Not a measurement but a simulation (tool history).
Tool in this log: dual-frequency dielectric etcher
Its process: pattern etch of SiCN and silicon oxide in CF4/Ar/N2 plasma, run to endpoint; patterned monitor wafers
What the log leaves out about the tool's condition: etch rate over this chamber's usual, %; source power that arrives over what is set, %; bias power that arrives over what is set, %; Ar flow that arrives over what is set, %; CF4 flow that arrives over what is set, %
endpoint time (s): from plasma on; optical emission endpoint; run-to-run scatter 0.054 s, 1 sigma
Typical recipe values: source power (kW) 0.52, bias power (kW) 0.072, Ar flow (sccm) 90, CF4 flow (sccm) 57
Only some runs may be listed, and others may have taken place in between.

run,hour,source power (kW),bias power (kW),Ar flow (sccm),CF4 flow (sccm),wafers since the last listed run,hours since the last wet clean,hours since the last source power generator calibration,hours since the last bias power generator calibration,hours since the last Ar flow controller change,hours since the last CF4 flow controller change,hours since the last upper electrode change,"incoming incoming film thickness, nm",endpoint time (s)
1,0,0.52,0.072,82,57,0,453.3,2113.7,2412.7,2011.1,2817.8,3865.7,12.42,13
2,43.4,0.52,0.072,82,57,819,496.7,2157.1,2456.1,2054.5,2861.2,3909.1,12.4,13
# hour 76.1: wet clean of the chamber
3,88.6,0.52,0.063,90,57,400,12.5,2202.3,2501.3,2099.7,2906.4,3954.3,12.54,13.3
4,138.8,0.52,0.063,90,57,947,62.7,2252.5,2551.5,2149.9,2956.6,4004.5,12.6,13.5
5,181.1,0.52,0.063,90,57,798,105,2294.8,2593.8,2192.2,2998.9,4046.8,12.62,13.6
6,231.5,0.52,0.072,90,57,951,155.4,2345.2,2644.2,2242.6,3049.3,4097.2,12.45,12.7
# hour 290.8: upper electrode replaced
7,303.4,0.52,0.072,90,57,904,227.3,2417.1,2716.1,2314.5,3121.2,12.6,12.48,12.8
8,347.2,0.52,0.072,90,57,826,271.1,2460.9,2759.9,2358.3,3165,56.4,12.54,12.9
9,403.7,0.52,0.072,90,57,1066,327.6,2517.4,2816.4,2414.8,3221.5,112.9,12.59,13.1
# hour 435.9: source power generator calibrated
10,439.9,0.52,0.072,90,57,607,363.8,4,2852.6,2451,3257.7,149.1,12.42,12.9
# hour 459: bias power generator calibrated
11,472.4,0.52,0.072,90,57,538,396.3,36.5,13.4,2483.5,3290.2,181.6,12.37,13
12,537.1,0.52,0.072,90,57,1221,461,101.2,78.1,2548.2,3354.9,246.3,12.49,13.2
# hour 593.9: CF4 flow controller replaced
13,608.3,0.52,0.063,90,57,1230,532.2,172.4,149.3,2619.4,14.4,317.5,12.58,14
# hour 665.8: wet clean of the chamber
14,666.3,0.52,0.072,83,57,641,0.5,230.4,207.3,2677.4,72.4,375.5,12.4,12.5
15,687.9,0.52,0.06,90,57,407,22.1,252,228.9,2699,94,397.1,12.44,13.5
# hour 723.6: Ar flow controller replaced
16,729.9,0.41,0.072,90,57,679,64.1,294,270.9,6.3,136,439.1,12.46,15.5
17,768.2,0.62,0.056,90,57,723,102.4,332.3,309.2,44.6,174.3,477.4,12.35,12
18,814.9,0.41,0.072,78,57,881,149.1,379,355.9,91.3,221,524.1,12.46,15.4
19,884.9,0.52,0.056,90,65,1321,219.1,449,425.9,161.3,291,594.1,12.49,13.8
20,915.7,0.43,0.072,70,66,581,249.9,479.8,456.7,192.1,321.8,624.9,12.44,14.3

What the log doesn't show, run by run:
source power that arrives over what is set, %: 0 on each run
bias power that arrives over what is set, %: 0 on each run
Ar flow that arrives over what is set, %: 0 on each run
CF4 flow that arrives over what is set, %: 0 on each run
H1: etch rate over this chamber's usual, %
run,H1
1,-4.53
2,-4.97
3,-0.0475
4,-0.558
5,-0.989
6,-1.5
7,-2.23
8,-2.68
9,-3.25
10,-3.62
11,-3.95
12,-4.61
13,-5.34
14,-0.63
15,-0.85
16,-1.28
17,-1.67
18,-2.14
19,-2.85
20,-3.17

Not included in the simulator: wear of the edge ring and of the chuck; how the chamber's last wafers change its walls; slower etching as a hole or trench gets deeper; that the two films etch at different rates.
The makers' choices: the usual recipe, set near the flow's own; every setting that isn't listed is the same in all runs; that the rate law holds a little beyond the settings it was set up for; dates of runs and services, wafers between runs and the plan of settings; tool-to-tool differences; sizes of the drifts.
